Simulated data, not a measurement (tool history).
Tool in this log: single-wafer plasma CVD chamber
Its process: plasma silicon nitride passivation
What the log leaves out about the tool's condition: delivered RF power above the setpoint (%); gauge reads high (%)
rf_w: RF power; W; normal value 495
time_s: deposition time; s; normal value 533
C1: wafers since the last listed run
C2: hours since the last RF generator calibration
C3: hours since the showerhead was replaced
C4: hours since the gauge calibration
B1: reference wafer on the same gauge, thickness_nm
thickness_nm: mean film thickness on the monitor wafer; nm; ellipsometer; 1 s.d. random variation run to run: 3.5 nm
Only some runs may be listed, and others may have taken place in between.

Run 1, hour 0.0: usual settings but rf_w 415 W; C1 0; C2 1178.0; C3 5098.3; C4 567.0; B1 696.017. Result: thickness_nm 675.406 nm.
Run 2, hour 32.3: usual settings but rf_w 415 W; C1 122; C2 1210.3; C3 5130.6; C4 599.3; B1 696.235. Result: thickness_nm 675.855 nm.
Run 3, hour 59.2: usual settings but rf_w 415 W; C1 102; C2 1237.2; C3 5157.5; C4 626.2; B1 695.358. Result: thickness_nm 676.778 nm.
Run 4, hour 111.6: usual settings; C1 198; C2 1289.6; C3 5209.9; C4 678.6; B1 696.495. Result: thickness_nm 706.159 nm.
Run 5, hour 154.7: usual settings; C1 163; C2 1332.7; C3 5253.0; C4 721.7; B1 696.247. Result: thickness_nm 704.303 nm.
Run 6, hour 221.0: usual settings; C1 251; C2 1399.0; C3 5319.3; C4 788.0; B1 696.485. Result: thickness_nm 703.627 nm.
Run 7, hour 269.7: usual settings; C1 184; C2 1447.7; C3 5368.0; C4 836.7; B1 696.031. Result: thickness_nm 702.551 nm.
At hour 304.4: gauge calibrated.
Run 8, hour 318.0: usual settings; C1 183; C2 1496.0; C3 5416.3; C4 13.6; B1 696.763. Result: thickness_nm 710.847 nm.
Run 9, hour 364.2: usual settings; C1 175; C2 1542.2; C3 5462.5; C4 59.8; B1 695.479. Result: thickness_nm 699.840 nm.
At hour 471.6: RF generator calibrated.
Run 10, hour 472.1: usual settings but rf_w 530 W, time_s 595 s; C1 379; C2 0.5; C3 5570.4; C4 167.7; B1 695.952. Result: thickness_nm 797.616 nm.
Run 11, hour 529.3: usual settings; C1 217; C2 57.7; C3 5627.6; C4 224.9; B1 695.243. Result: thickness_nm 703.679 nm.
At hour 582.4: showerhead replaced.
Run 12, hour 582.9: usual settings but rf_w 575 W, time_s 571 s; C1 173; C2 111.3; C3 0.5; C4 278.5; B1 695.132. Result: thickness_nm 779.312 nm.
Run 13, hour 625.4: usual settings but rf_w 420 W, time_s 441 s; C1 161; C2 153.8; C3 43.0; C4 321.0; B1 695.582. Result: thickness_nm 560.898 nm.
Run 14, hour 661.2: usual settings but rf_w 450 W, time_s 566 s; C1 135; C2 189.6; C3 78.8; C4 356.8; B1 696.592. Result: thickness_nm 727.894 nm.
Run 15, hour 716.5: usual settings; C1 210; C2 244.9; C3 134.1; C4 412.1; B1 695.261. Result: thickness_nm 709.589 nm.
Run 16, hour 767.1: usual settings but time_s 577 s; C1 192; C2 295.5; C3 184.7; C4 462.7; B1 695.521. Result: thickness_nm 764.256 nm.
Run 17, hour 877.8: usual settings but rf_w 405 W, time_s 494 s; C1 420; C2 406.2; C3 295.4; C4 573.4; B1 695.767. Result: thickness_nm 623.658 nm.

State the hidden condition of the tool at each of the runs:
delivered RF power above the setpoint (%): 0, the same for each run
gauge reads high (%): 0, the same for each run
